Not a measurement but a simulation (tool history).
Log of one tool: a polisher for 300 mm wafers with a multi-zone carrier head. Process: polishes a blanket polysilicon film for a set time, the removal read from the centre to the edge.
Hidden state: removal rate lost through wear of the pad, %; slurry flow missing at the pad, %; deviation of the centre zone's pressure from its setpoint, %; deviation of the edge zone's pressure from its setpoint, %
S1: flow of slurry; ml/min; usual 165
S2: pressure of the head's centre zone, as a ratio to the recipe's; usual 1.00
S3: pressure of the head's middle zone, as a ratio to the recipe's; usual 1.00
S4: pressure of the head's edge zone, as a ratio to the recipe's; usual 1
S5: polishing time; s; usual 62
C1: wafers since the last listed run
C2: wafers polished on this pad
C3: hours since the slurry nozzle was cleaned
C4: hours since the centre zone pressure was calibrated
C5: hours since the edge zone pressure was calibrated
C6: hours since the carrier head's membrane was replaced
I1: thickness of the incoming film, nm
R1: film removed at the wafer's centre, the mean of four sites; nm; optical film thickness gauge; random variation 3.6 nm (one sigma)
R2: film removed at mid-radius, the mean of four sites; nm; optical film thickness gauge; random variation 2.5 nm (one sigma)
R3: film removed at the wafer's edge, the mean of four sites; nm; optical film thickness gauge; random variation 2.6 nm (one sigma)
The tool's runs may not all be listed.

run	hour	S1	S2	S3	S4	S5	C1	C2	C3	C4	C5	C6	I1	R1	R2	R3
1	0.0	165	1.00	1.00	1	49	0	1343	150.1	226.6	143.8	192.5	1352.1	294.1	286.4	289.6
# hour 69.2: centre zone pressure recalibrated
2	71.5	165	1.00	1.00	1	62	492	1835	221.6	2.3	215.3	264.0	1362.5	378.2	364.1	367.0
# hour 89.4: worn pad replaced by a new one
# hour 125.1: slurry nozzle cleaned
3	142.0	165	1.00	1.00	1	62	464	366	16.9	72.8	285.8	334.5	1367.7	368.5	360.4	363.7
4	232.8	165	1.00	1.00	1	62	643	1009	107.7	163.6	376.6	425.3	1353.8	376.5	359.7	368.8
# hour 308.3: carrier head's membrane replaced by a new one
5	308.8	165	1.00	1.00	1	62	503	1513	183.7	239.6	452.6	0.5	1351.9	373.3	356.3	362.3
# hour 342.1: worn pad replaced by a new one
6	353.3	165	1.00	1.00	1	62	287	79	228.2	284.1	497.1	45.0	1379.2	377.8	360.4	365.7
# hour 388.1: slurry nozzle cleaned
# hour 422.4: centre zone pressure recalibrated
7	499.5	165	0.94	1.00	1	62	1015	1094	111.4	77.1	643.3	191.2	1366.5	350.0	359.7	366.7
8	550.2	165	1.00	1.00	1	62	359	1454	162.1	127.8	694.0	241.9	1356.5	380.0	361.8	367.4
# hour 575.1: worn pad replaced by a new one
9	645.3	165	1.00	1.00	1	62	645	497	257.2	222.9	789.1	337.0	1378.4	369.4	356.8	366.0
# hour 663.5: slurry nozzle cleaned
10	715.3	220	0.90	1.05	1	62	489	986	51.8	292.9	859.1	407.0	1338.0	357.4	389.4	372.4
11	765.2	165	1.00	1.00	1	62	353	1340	101.7	342.8	909.0	456.9	1389.1	375.8	361.6	365.6
# hour 774.0: centre zone pressure recalibrated
# hour 834.3: edge zone pressure recalibrated
# hour 835.6: carrier head's membrane replaced by a new one
12	838.1	165	1.00	0.93	1	62	479	1819	174.6	64.1	3.8	2.5	1375.3	379.2	335.3	369.3

Run 13 comes next. What will it give?
# hour 860.3: worn pad replaced by a new one
13	918.0	165	1.10	1.00	1	75	538	409	254.5	144.0	83.7	82.4	1368.4	?	?	?

{"run 13": {"R1": 504.6, "R2": 430.2, "R3": 443.7}}
Without the tool's hidden state the same run would have given R1 504.6 nm, R2 430.2 nm, R3 443.7 nm.
